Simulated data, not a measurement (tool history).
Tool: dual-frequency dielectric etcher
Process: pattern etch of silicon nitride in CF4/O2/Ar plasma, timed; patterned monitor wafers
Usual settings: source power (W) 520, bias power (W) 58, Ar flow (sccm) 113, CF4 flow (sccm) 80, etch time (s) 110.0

| run | hour | source power (W) | bias power (W) | Ar flow (sccm) | CF4 flow (sccm) | etch time (s) | wafers since the last listed run | hours since the last wet clean | hours since the last source power generator calibration | hours since the last bias power generator calibration | hours since the last Ar flow controller change | hours since the last CF4 flow controller change | hours since the last upper electrode change | hours since the gauge calibration | read-back reference wafer on the same gauge, depth_nm | mean etch depth across the wafer (nm) |
|---|---|---|---|---|---|---|---|---|---|---|---|---|---|---|---|---|
| 1 | 0.0 | 560 | 66 | 113 | 96 | 135.0 | 0 | 215.8 | 94.4 | 4117.5 | 3507.3 | 422.1 | 1538.4 | 1615.8 | 188.8 | 318.8 |
| 2 | 74.4 | 520 | 58 | 113 | 74 | 82.5 | 770 | 290.2 | 168.8 | 4191.9 | 3581.7 | 496.5 | 1612.8 | 1690.2 | 188.9 | 168.3 |
| 3 | 173.9 | 520 | 58 | 113 | 80 | 86.5 | 1030 | 389.7 | 268.3 | 4291.4 | 3681.2 | 596.0 | 1712.3 | 1789.7 | 188.9 | 177.9 |
| 4 | 212.8 | 450 | 58 | 136 | 80 | 101.0 | 403 | 428.6 | 307.2 | 4330.3 | 3720.1 | 634.9 | 1751.2 | 1828.6 | 189.1 | 177.9 |
| 5 | 287.3 | 520 | 58 | 105 | 80 | 110.0 | 771 | 503.1 | 381.7 | 4404.8 | 3794.6 | 709.4 | 1825.7 | 1903.1 | 188.9 | 229.4 |
|  | 326.9 | gauge calibrated |
| 6 | 330.1 | 520 | 53 | 113 | 80 | 110.0 | 443 | 545.9 | 424.5 | 4447.6 | 3837.4 | 752.2 | 1868.5 | 3.2 | 189.0 | 221.4 |
|  | 371.1 | wet clean of the chamber |
| 7 | 371.6 | 520 | 63 | 113 | 66 | 135.5 | 181 | 0.5 | 466.0 | 4489.1 | 3878.9 | 793.7 | 1910.0 | 44.7 | 188.9 | 279.3 |
| 8 | 449.4 | 520 | 58 | 113 | 74 | 82.5 | 806 | 78.3 | 543.8 | 4566.9 | 3956.7 | 871.5 | 1987.8 | 122.5 | 189.2 | 168.7 |
|  | 501.5 | Ar flow controller replaced |
| 9 | 553.8 | 520 | 58 | 113 | 80 | 110.0 | 1019 | 182.7 | 648.2 | 4671.3 | 52.3 | 975.9 | 2092.2 | 226.9 | 188.8 | 223.7 |
|  | 576.3 | bias power generator calibrated |
| 10 | 589.8 | 480 | 58 | 113 | 80 | 110.0 | 331 | 218.7 | 684.2 | 13.5 | 88.3 | 1011.9 | 2128.2 | 262.9 | 188.8 | 210.3 |
| 11 | 650.0 | 520 | 58 | 113 | 80 | 110.0 | 623 | 278.9 | 744.4 | 73.7 | 148.5 | 1072.1 | 2188.4 | 323.1 | 188.5 | 225.2 |
| 12 | 698.3 | 520 | 58 | 113 | 80 | 110.0 | 500 | 327.2 | 792.7 | 122.0 | 196.8 | 1120.4 | 2236.7 | 371.4 | 189.3 | 226.3 |
|  | 742.6 | upper electrode replaced |
| 13 | 749.4 | 520 | 65 | 101 | 80 | 110.0 | 280 | 378.3 | 843.8 | 173.1 | 247.9 | 1171.5 | 6.8 | 422.5 | 189.0 | 235.5 |
| 14 | 820.0 | 520 | 58 | 106 | 87 | 110.0 | 731 | 448.9 | 914.4 | 243.7 | 318.5 | 1242.1 | 77.4 | 493.1 | 188.6 | 231.6 |
|  | 892.0 | wet clean of the chamber |
| 15 | 896.7 | 420 | 58 | 113 | 80 | 132.5 | 546 | 4.7 | 991.1 | 320.4 | 395.2 | 1318.8 | 154.1 | 569.8 | 188.7 | 225.0 |
| 16 | 933.7 | 520 | 58 | 113 | 80 | 110.0 | 383 | 41.7 | 1028.1 | 357.4 | 432.2 | 1355.8 | 191.1 | 606.8 | 188.9 | 222.6 |
| 17 | 1035.2 | 520 | 58 | 113 | 80 | 110.0 | 1051 | 143.2 | 1129.6 | 458.9 | 533.7 | 1457.3 | 292.6 | 708.3 | 189.0 | 222.8 |
| 18 | 1116.5 | 520 | 58 | 113 | 80 | 110.0 | 842 | 224.5 | 1210.9 | 540.2 | 615.0 | 1538.6 | 373.9 | 789.6 | 189.1 | 221.8 |
| 19 | 1168.1 | 520 | 52 | 113 | 80 | 140.0 | 534 | 276.1 | 1262.5 | 591.8 | 666.6 | 1590.2 | 425.5 | 841.2 | 188.6 | 268.2 |
| 20 | 1275.4 | 610 | 58 | 113 | 80 | 124.5 | 1111 | 383.4 | 1369.8 | 699.1 | 773.9 | 1697.5 | 532.8 | 948.5 | 189.1 | 286.4 |
| 21 | 1370.8 | 520 | 58 | 113 | 80 | 86.0 | 988 | 478.8 | 1465.2 | 794.5 | 869.3 | 1792.9 | 628.2 | 1043.9 | 188.5 | 171.5 |
| 22 | 1458.7 | 520 | 58 | 113 | 80 | 110.0 | 910 | 566.7 | 1553.1 | 882.4 | 957.2 | 1880.8 | 716.1 | 1131.8 | 189.0 | 215.8 |

3 ways to go on from here, each from the tool as it stands after run 22. What would each give?
| A | 1459.1 | 520 | 58 | 113 | 80 | 110.0 | 4 | 567.1 | 1553.5 | 882.8 | 957.6 | 1881.2 | 716.5 | 1132.2 | ? | ? |
| B | 1459.1 | 400 | 67 | 113 | 80 | 110.0 | 4 | 567.1 | 1553.5 | 882.8 | 957.6 | 1881.2 | 716.5 | 1132.2 | ? | ? |
| C | 1459.1 | 450 | 51 | 140 | 80 | 110.0 | 4 | 567.1 | 1553.5 | 882.8 | 957.6 | 1881.2 | 716.5 | 1132.2 | ? | ? |

| run | read-back reference wafer on the same gauge, depth_nm | mean etch depth across the wafer (nm) |
|---|---|---|
| A | 188.8 | 216.9 |
| B | 188.8 | 182.1 |
| C | 188.8 | 177.6 |
Without the tool's hidden state the same runs would have given:
| run | mean etch depth across the wafer (nm) |
|---|---|
| A | 226.0 |
| B | 189.6 |
| C | 185.0 |

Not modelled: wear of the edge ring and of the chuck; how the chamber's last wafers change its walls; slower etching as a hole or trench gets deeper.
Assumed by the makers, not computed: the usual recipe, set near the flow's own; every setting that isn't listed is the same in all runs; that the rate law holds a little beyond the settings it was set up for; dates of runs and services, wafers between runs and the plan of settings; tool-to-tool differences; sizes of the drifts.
